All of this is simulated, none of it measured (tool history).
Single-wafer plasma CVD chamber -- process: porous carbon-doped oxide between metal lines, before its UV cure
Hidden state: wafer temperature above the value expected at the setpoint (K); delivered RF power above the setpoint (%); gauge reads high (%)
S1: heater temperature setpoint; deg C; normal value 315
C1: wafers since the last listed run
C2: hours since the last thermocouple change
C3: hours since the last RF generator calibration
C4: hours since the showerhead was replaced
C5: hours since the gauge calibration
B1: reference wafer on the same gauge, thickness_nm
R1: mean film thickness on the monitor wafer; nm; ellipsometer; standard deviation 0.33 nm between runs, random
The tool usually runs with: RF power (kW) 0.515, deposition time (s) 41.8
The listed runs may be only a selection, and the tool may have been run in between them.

Run 1, hour 0.0: usual settings but S1 305 deg C; C1 0; C2 1476.7; C3 1721.4; C4 3367.5; C5 165.2; B1 216.996. Result: R1 208.469 nm.
Run 2, hour 12.4: usual settings; C1 179; C2 1489.1; C3 1733.8; C4 3379.9; C5 177.6; B1 216.995. Result: R1 196.926 nm.
Run 3, hour 20.7: usual settings; C1 120; C2 1497.4; C3 1742.1; C4 3388.2; C5 185.9; B1 217.030. Result: R1 196.908 nm.
Run 4, hour 31.8: usual settings; C1 160; C2 1508.5; C3 1753.2; C4 3399.3; C5 197.0; B1 217.005. Result: R1 196.206 nm.
Run 5, hour 38.4: usual settings; C1 95; C2 1515.1; C3 1759.8; C4 3405.9; C5 203.6; B1 217.029. Result: R1 196.476 nm.
Run 6, hour 55.4: usual settings but deposition time (s) 36.4; C1 246; C2 1532.1; C3 1776.8; C4 3422.9; C5 220.6; B1 216.964. Result: R1 171.443 nm.
Run 7, hour 67.5: usual settings but deposition time (s) 36.4; C1 175; C2 1544.2; C3 1788.9; C4 3435.0; C5 232.7; B1 216.939. Result: R1 171.964 nm.
At hour 77.4: gauge calibrated.
Run 8, hour 85.5: usual settings but deposition time (s) 36.4; C1 260; C2 1562.2; C3 1806.9; C4 3453.0; C5 8.1; B1 216.965. Result: R1 171.457 nm.
Run 9, hour 95.2: usual settings but S1 309 deg C, RF power (kW) 0.585; C1 140; C2 1571.9; C3 1816.6; C4 3462.7; C5 17.8; B1 217.082. Result: R1 229.826 nm.
Run 10, hour 109.7: usual settings; C1 209; C2 1586.4; C3 1831.1; C4 3477.2; C5 32.3; B1 217.045. Result: R1 196.120 nm.
At hour 126.3: RF generator calibrated.
At hour 128.5: thermocouple changed; heater temperature recalibrated.
At hour 130.4: showerhead replaced.
Run 11, hour 130.9: usual settings; C1 130; C2 2.4; C3 4.6; C4 0.5; C5 53.5; B1 216.946. Result: R1 220.482 nm.
Run 12, hour 131.3: usual settings but deposition time (s) 39.4; C1 5; C2 2.8; C3 5.0; C4 0.9; C5 53.9; B1 216.942. Result: R1 207.276 nm.
Run 13, hour 146.3: usual settings but RF power (kW) 0.465, deposition time (s) 34.4; C1 217; C2 17.8; C3 20.0; C4 15.9; C5 68.9; B1 217.077. Result: R1 163.006 nm.
Run 14, hour 158.4: usual settings but S1 308 deg C, RF power (kW) 0.595; C1 175; C2 29.9; C3 32.1; C4 28.0; C5 81.0; B1 216.932. Result: R1 261.401 nm.
Run 15, hour 169.5: usual settings but RF power (kW) 0.420; C1 160; C2 41.0; C3 43.2; C4 39.1; C5 92.1; B1 216.948. Result: R1 173.217 nm.
Run 16, hour 186.8: usual settings but S1 311 deg C, RF power (kW) 0.595, deposition time (s) 37.1; C1 250; C2 58.3; C3 60.5; C4 56.4; C5 109.4; B1 217.056. Result: R1 227.145 nm.
Run 17, hour 202.8: usual settings but S1 323 deg C, RF power (kW) 0.575, deposition time (s) 46.5; C1 231; C2 74.3; C3 76.5; C4 72.4; C5 125.4; B1 217.060. Result: R1 255.826 nm.

Forecast each of these 3 alternatives for the next run:
Run A, hour 203.2: usual settings but deposition time (s) 38.7; C1 5; C2 74.7; C3 76.9; C4 72.8; C5 125.8; B1 ?. Result: R1 ?.
Run B, hour 203.2: usual settings but deposition time (s) 47.3; C1 5; C2 74.7; C3 76.9; C4 72.8; C5 125.8; B1 ?. Result: R1 ?.
Run C, hour 203.2: usual settings but deposition time (s) 49.2; C1 5; C2 74.7; C3 76.9; C4 72.8; C5 125.8; B1 ?. Result: R1 ?.

run       B1       R1
  A  216.856  201.651
  B  216.856  245.302
  C  216.856  254.943
The same runs, with their run-to-run variation unchanged, on a tool lacking any hidden condition would have given:
run       R1
  A  205.648
  B  250.164
  C  259.996
